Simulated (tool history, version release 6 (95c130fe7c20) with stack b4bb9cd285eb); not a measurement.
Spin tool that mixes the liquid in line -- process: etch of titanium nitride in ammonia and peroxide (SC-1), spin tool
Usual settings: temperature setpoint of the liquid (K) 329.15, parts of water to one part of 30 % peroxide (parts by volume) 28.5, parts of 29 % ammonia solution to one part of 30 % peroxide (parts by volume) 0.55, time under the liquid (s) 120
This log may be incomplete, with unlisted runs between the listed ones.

| run | hour | temperature setpoint of the liquid (K) | parts of water to one part of 30 % peroxide (parts by volume) | parts of 29 % ammonia solution to one part of 30 % peroxide (parts by volume) | time under the liquid (s) | read-back film thickness of the titanium nitride reference wafer, read on the same gauge (nm) | thickness taken off the titanium nitride on a monitor wafer (nm) |
|---|---|---|---|---|---|---|---|
| 1 | 0.0 | 329.15 | 28.5 | 0.55 | 120 | 119.97 | 9.21 |
| 2 | 23.1 | 329.15 | 28.5 | 0.55 | 80 | 120.03 | 6.20 |
| 3 | 52.8 | 329.15 | 28.5 | 0.30 | 175 | 119.97 | 11.99 |
| 4 | 72.1 | 329.15 | 28.5 | 0.55 | 120 | 120.02 | 9.14 |
|  | 85.6 | gauge calibrated |
| 5 | 94.7 | 329.15 | 17.5 | 0.55 | 120 | 120.03 | 12.12 |
| 6 | 129.5 | 324.65 | 28.5 | 0.55 | 120 | 119.99 | 6.71 |
|  | 143.3 | ammonia flow meter replaced |
| 7 | 154.5 | 329.15 | 28.5 | 0.55 | 70 | 119.94 | 5.31 |
| 8 | 167.0 | 329.15 | 22.0 | 0.55 | 120 | 119.95 | 10.68 |
| 9 | 185.3 | 329.15 | 28.5 | 0.65 | 120 | 120.00 | 9.34 |
| 10 | 215.0 | 329.15 | 28.5 | 0.55 | 120 | 120.01 | 9.07 |
| 11 | 235.8 | 329.15 | 34.0 | 0.55 | 120 | 119.95 | 8.23 |
| 12 | 249.8 | 329.15 | 35.0 | 0.55 | 120 | 119.98 | 8.15 |
| 13 | 265.2 | 329.15 | 16.0 | 0.65 | 120 | 120.01 | 13.06 |
| 14 | 287.5 | 336.15 | 18.5 | 0.70 | 175 | 120.00 | 27.91 |
|  | 301.2 | heated supply line repaired |
| 15 | 301.7 | 334.65 | 28.5 | 0.55 | 120 | 120.01 | 13.16 |
| 16 | 323.3 | 329.15 | 28.5 | 0.40 | 120 | 120.02 | 8.52 |
| 17 | 358.8 | 319.65 | 21.0 | 0.55 | 70 | 120.03 | 3.22 |
| 18 | 387.6 | 329.15 | 28.5 | 0.55 | 120 | 119.96 | 9.11 |
| 19 | 409.4 | 329.15 | 24.5 | 0.55 | 140 | 119.98 | 11.53 |
| 20 | 440.6 | 329.15 | 28.5 | 0.85 | 120 | 120.00 | 9.97 |
| 21 | 475.6 | 329.15 | 28.5 | 0.55 | 75 | 119.99 | 5.63 |
| 22 | 511.3 | 326.15 | 39.0 | 0.65 | 190 | 120.07 | 10.08 |
| 23 | 545.4 | 323.15 | 41.5 | 0.55 | 185 | 119.99 | 7.47 |

Table of differences, measured result less the result of that run with no hidden state. Run-to-run variation is the same in both. Gauge scatter possibly is not:
What the log doesn't record here: liquid colder than its thermometer reads (K); ammonia flow above the setpoint (%); temperature lost on the way to the wafer (K); ammonia solution weaker than its label (%); gauge reads high (%).
| run | thickness taken off the titanium nitride on a monitor wafer (nm) |
|---|---|
| 1 | -0.08 |
| 2 | -0.06 |
| 3 | -0.13 |
| 4 | -0.11 |
| 5 | -0.16 |
| 6 | -0.10 |
| 7 | -0.09 |
| 8 | -0.18 |
| 9 | -0.16 |
| 10 | -0.16 |
| 11 | -0.16 |
| 12 | -0.16 |
| 13 | -0.27 |
| 14 | -0.57 |
| 15 | -0.28 |
| 16 | -0.20 |
| 17 | -0.09 |
| 18 | -0.23 |
| 19 | -0.31 |
| 20 | -0.28 |
| 21 | -0.17 |
| 22 | -0.33 |
| 23 | -0.26 |
